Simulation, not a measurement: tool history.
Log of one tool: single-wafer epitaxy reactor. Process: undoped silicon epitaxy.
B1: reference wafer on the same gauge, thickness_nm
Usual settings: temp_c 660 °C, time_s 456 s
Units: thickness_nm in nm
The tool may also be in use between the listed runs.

{"run": 1, "hour": 0.0, "temp_c": 660, "time_s": 456, "B1": 80.53, "thickness_nm": 86.616}
{"run": 2, "hour": 33.6, "temp_c": 660, "time_s": 456, "B1": 80.515, "thickness_nm": 86.241}
{"run": 3, "hour": 66.4, "temp_c": 660, "time_s": 456, "B1": 80.473, "thickness_nm": 86.64}
{"run": 4, "hour": 83.5, "temp_c": 660, "time_s": 456, "B1": 80.546, "thickness_nm": 86.506}
{"run": 5, "hour": 118.3, "temp_c": 660, "time_s": 456, "B1": 80.554, "thickness_nm": 86.355}
{"run": 6, "hour": 152.5, "temp_c": 660, "time_s": 456, "B1": 80.439, "thickness_nm": 86.255}
{"run": 7, "hour": 255.0, "temp_c": 660, "time_s": 456, "B1": 80.468, "thickness_nm": 85.84}
{"hour": 279.8, "done": "pyrometer calibrated"}
{"run": 8, "hour": 280.3, "temp_c": 660, "time_s": 456, "B1": 80.479, "thickness_nm": 95.61}
{"run": 9, "hour": 305.9, "temp_c": 660, "time_s": 400, "B1": 80.563, "thickness_nm": 83.993}
{"hour": 310.9, "done": "gauge calibrated"}
{"run": 10, "hour": 320.1, "temp_c": 660, "time_s": 456, "B1": 80.517, "thickness_nm": 95.72}
{"run": 11, "hour": 343.7, "temp_c": 660, "time_s": 456, "B1": 80.534, "thickness_nm": 95.311}
{"run": 12, "hour": 377.3, "temp_c": 654, "time_s": 456, "B1": 80.508, "thickness_nm": 82.619}
{"run": 13, "hour": 390.9, "temp_c": 671, "time_s": 416, "B1": 80.469, "thickness_nm": 109.194}
{"run": 14, "hour": 424.1, "temp_c": 660, "time_s": 456, "B1": 80.478, "thickness_nm": 93.256}
{"run": 15, "hour": 438.8, "temp_c": 669, "time_s": 456, "B1": 80.493, "thickness_nm": 113.79}
{"run": 16, "hour": 467.6, "temp_c": 655, "time_s": 456, "B1": 80.456, "thickness_nm": 83.507}

The tool's hidden state at each run:
gauge reads high (%): 0 in every run
H1: wafer temperature above the value expected at the setpoint (K)
run=1 H1=-4.95
run=2 H1=-4.97
run=3 H1=-4.99
run=4 H1=-4.99
run=5 H1=-5.01
run=6 H1=-5.02
run=7 H1=-5.06
run=8 H1=-0.247
run=9 H1=-0.463
run=10 H1=-0.578
run=11 H1=-0.764
run=12 H1=-1.02
run=13 H1=-1.11
run=14 H1=-1.34
run=15 H1=-1.44
run=16 H1=-1.63
